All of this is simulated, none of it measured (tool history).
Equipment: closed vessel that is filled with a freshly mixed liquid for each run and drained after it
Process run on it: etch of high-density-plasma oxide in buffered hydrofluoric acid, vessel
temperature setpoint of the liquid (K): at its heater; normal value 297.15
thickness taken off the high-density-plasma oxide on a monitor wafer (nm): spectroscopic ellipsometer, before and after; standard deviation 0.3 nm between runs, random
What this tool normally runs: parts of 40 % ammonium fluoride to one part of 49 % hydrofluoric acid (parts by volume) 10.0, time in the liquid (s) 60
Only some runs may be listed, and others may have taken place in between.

run,hour,temperature setpoint of the liquid (K),parts of 40 % ammonium fluoride to one part of 49 % hydrofluoric acid (parts by volume),time in the liquid (s),wafers since the last listed run,hours since the thermometer was replaced,hours since the hydrofluoric acid flow meter was replaced,hours since the gauge calibration,"read-back film thickness of the high-density-plasma oxide reference wafer, read on the same gauge (nm)",thickness taken off the high-density-plasma oxide on a monitor wafer (nm)
1,0.0,294.65,10.0,80,0,409.6,1357.5,175.8,70.00,95.40
2,38.6,294.65,10.0,80,4020,448.2,1396.1,214.4,70.01,96.25
3,137.2,297.15,10.0,60,10269,546.8,1494.7,313.0,70.04,82.83
# hour 154.3: thermometer replaced
4,205.7,297.15,11.5,60,7030,51.4,1563.2,381.5,69.97,70.67
5,293.5,297.15,11.5,60,9144,139.2,1651.0,469.3,69.98,70.95
6,331.8,297.15,11.5,60,3989,177.5,1689.3,507.6,70.01,71.19
7,409.9,297.15,10.0,60,8134,255.6,1767.4,585.7,69.99,81.94
8,451.3,297.15,8.5,60,4311,297.0,1808.8,627.1,69.98,93.78
9,542.2,297.15,8.5,60,9467,387.9,1899.7,718.0,70.01,94.17
# hour 730.2: thermometer replaced
10,829.6,297.15,8.5,60,29829,99.4,2187.1,1005.4,69.96,98.50
11,928.8,297.15,10.0,60,10331,198.6,2286.3,1104.6,69.98,87.51
12,1023.4,293.65,13.5,60,9852,293.2,2380.9,1199.2,69.98,54.68
# hour 1027.1: thermometer replaced, repeated, since the last time left the tool worse
# hour 1076.1: gauge calibrated
13,1107.9,297.15,10.0,60,8696,80.8,2465.4,31.8,70.03,80.78
14,1179.5,301.15,6.5,90,7457,152.4,2537.0,103.4,69.99,227.09
15,1223.8,297.15,10.0,60,4613,196.7,2581.3,147.7,70.03,81.07
# hour 1244.2: hydrofluoric acid flow meter replaced
16,1313.7,301.65,11.5,35,9259,286.6,69.5,237.6,70.04,52.83
17,1383.8,297.15,7.5,60,7301,356.7,139.6,307.7,69.98,107.65
18,1459.2,297.15,10.0,60,7853,432.1,215.0,383.1,70.01,82.71
19,1499.5,297.15,13.0,40,4197,472.4,255.3,423.4,70.02,43.00
# hour 1579.3: thermometer replaced
20,1593.8,295.15,11.5,90,9717,14.5,349.6,517.7,70.00,94.54
21,1696.3,292.15,11.5,30,10675,117.0,452.1,620.2,70.01,26.60

Some steps in thickness taken off the high-density-plasma oxide on a monitor wafer (nm), run to run, broken into two amounts with sign: the step expected even without the hidden condition (settings, incoming material, random variation), and the rest, left for the hidden condition together with whatever gauge scatter is not in both the measured and the hidden-condition-free result:
What the log doesn't record here: liquid hotter than its thermometer reads (K); hydrofluoric acid flow above the setpoint (%); gauge reads high (%).
Run 9 -> 10: thermometer replaced. thickness taken off the high-density-plasma oxide on a monitor wafer (nm) +4.33: hidden state +4.87, all else -0.54.
Run 12 -> 13: temperature setpoint of the liquid (K) 293.65 -> 297.15, parts of 40 % ammonium fluoride to one part of 49 % hydrofluoric acid (parts by volume) 13.5 -> 10.0, thermometer replaced, repeated, since the last time left the tool worse, gauge calibrated. thickness taken off the high-density-plasma oxide on a monitor wafer (nm) +26.10: hidden state -4.42, all else +30.52.
Run 13 -> 14: temperature setpoint of the liquid (K) 297.15 -> 301.15, parts of 40 % ammonium fluoride to one part of 49 % hydrofluoric acid (parts by volume) 10.0 -> 6.5, time in the liquid (s) 60 -> 90. thickness taken off the high-density-plasma oxide on a monitor wafer (nm) +146.31: hidden state +2.85, all else +143.46.
Run 14 -> 15: temperature setpoint of the liquid (K) 301.15 -> 297.15, parts of 40 % ammonium fluoride to one part of 49 % hydrofluoric acid (parts by volume) 6.5 -> 10.0, time in the liquid (s) 90 -> 60. thickness taken off the high-density-plasma oxide on a monitor wafer (nm) -146.02: hidden state -2.16, all else -143.86.

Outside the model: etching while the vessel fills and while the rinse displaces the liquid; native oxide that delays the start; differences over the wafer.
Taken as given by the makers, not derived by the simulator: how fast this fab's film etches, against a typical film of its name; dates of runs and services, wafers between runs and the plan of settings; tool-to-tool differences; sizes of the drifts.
